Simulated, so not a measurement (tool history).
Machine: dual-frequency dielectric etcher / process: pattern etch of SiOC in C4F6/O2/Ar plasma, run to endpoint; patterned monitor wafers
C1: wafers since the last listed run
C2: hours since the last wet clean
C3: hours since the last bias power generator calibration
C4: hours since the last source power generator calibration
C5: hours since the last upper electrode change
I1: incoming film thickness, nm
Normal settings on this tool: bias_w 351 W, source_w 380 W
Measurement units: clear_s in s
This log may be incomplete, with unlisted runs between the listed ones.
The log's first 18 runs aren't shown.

At hour 786.4: upper electrode replaced.
Run 19, hour 786.9: usual settings but bias_w 387 W, source_w 410 W; C1 46; C2 199.0; C3 130.9; C4 44.2; C5 0.5; I1 30.16. Result: clear_s 11.0 s.
Run 20, hour 849.6: usual settings but bias_w 390 W, source_w 330 W; C1 1073; C2 261.7; C3 193.6; C4 106.9; C5 63.2; I1 30.17. Result: clear_s 12.0 s.
Run 21, hour 910.4: usual settings but bias_w 405 W; C1 1040; C2 322.5; C3 254.4; C4 167.7; C5 124.0; I1 30.24. Result: clear_s 11.2 s.
Run 22, hour 953.0: usual settings; C1 729; C2 365.1; C3 297.0; C4 210.3; C5 166.6; I1 30.43. Result: clear_s 11.9 s.
Run 23, hour 1024.3: usual settings; C1 1220; C2 436.4; C3 368.3; C4 281.6; C5 237.9; I1 30.24. Result: clear_s 11.9 s.
Run 24, hour 1073.4: usual settings but bias_w 328 W, source_w 420 W; C1 840; C2 485.5; C3 417.4; C4 330.7; C5 287.0; I1 30.12. Result: clear_s 11.7 s.
At hour 1119.3: wet clean of the chamber.
Run 25, hour 1133.4: usual settings but bias_w 294 W, source_w 430 W; C1 616; C2 14.1; C3 477.4; C4 390.7; C5 347.0; I1 30.35. Result: clear_s 11.9 s.
Run 26, hour 1159.5: usual settings but bias_w 417 W, source_w 430 W; C1 446; C2 40.2; C3 503.5; C4 416.8; C5 373.1; I1 30.06. Result: clear_s 10.1 s.
Run 27, hour 1184.8: usual settings but bias_w 370 W; C1 432; C2 65.5; C3 528.8; C4 442.1; C5 398.4; I1 30.34. Result: clear_s 11.4 s.
Run 28, hour 1243.3: usual settings but bias_w 322 W, source_w 430 W; C1 1001; C2 124.0; C3 587.3; C4 500.6; C5 456.9; I1 29.82. Result: clear_s 11.3 s.
Run 29, hour 1287.7: usual settings but bias_w 303 W; C1 759; C2 168.4; C3 631.7; C4 545.0; C5 501.3; I1 30.15. Result: clear_s 12.4 s.
Run 30, hour 1342.4: usual settings but bias_w 402 W, source_w 290 W; C1 936; C2 223.1; C3 686.4; C4 599.7; C5 556.0; I1 29.77. Result: clear_s 12.2 s.
Run 31, hour 1393.5: usual settings; C1 874; C2 274.2; C3 737.5; C4 650.8; C5 607.1; I1 30.39. Result: clear_s 11.8 s.
Run 32, hour 1429.6: usual settings; C1 617; C2 310.3; C3 773.6; C4 686.9; C5 643.2; I1 30.19. Result: clear_s 11.8 s.
Run 33, hour 1482.2: usual settings; C1 900; C2 362.9; C3 826.2; C4 739.5; C5 695.8; I1 30.26. Result: clear_s 11.7 s.
Run 34, hour 1515.6: usual settings; C1 571; C2 396.3; C3 859.6; C4 772.9; C5 729.2; I1 30.12. Result: clear_s 11.7 s.
Run 35, hour 1539.7: usual settings but bias_w 280 W, source_w 410 W; C1 412; C2 420.4; C3 883.7; C4 797.0; C5 753.3; I1 29.91. Result: clear_s 12.4 s.
Run 36, hour 1577.0: usual settings but bias_w 319 W, source_w 460 W; C1 638; C2 457.7; C3 921.0; C4 834.3; C5 790.6; I1 30.33. Result: clear_s 11.3 s.

3 options for the next run, each taken on its own from the tool as it stands now. Forecast them:
Run A, hour 1577.4: usual settings but bias_w 416 W; C1 6; C2 458.1; C3 921.4; C4 834.7; C5 791.0; I1 30.27. Result: clear_s ?.
Run B, hour 1577.4: usual settings but bias_w 282 W, source_w 320 W; C1 6; C2 458.1; C3 921.4; C4 834.7; C5 791.0; I1 30.27. Result: clear_s ?.
Run C, hour 1577.4: usual settings but bias_w 378 W, source_w 350 W; C1 6; C2 458.1; C3 921.4; C4 834.7; C5 791.0; I1 30.27. Result: clear_s ?.

run  clear_s
  A     10.9
  B     13.9
  C     11.7
Without the tool's unlogged condition, the same runs would have read:
run  clear_s
  A     10.8
  B     13.9
  C     11.7
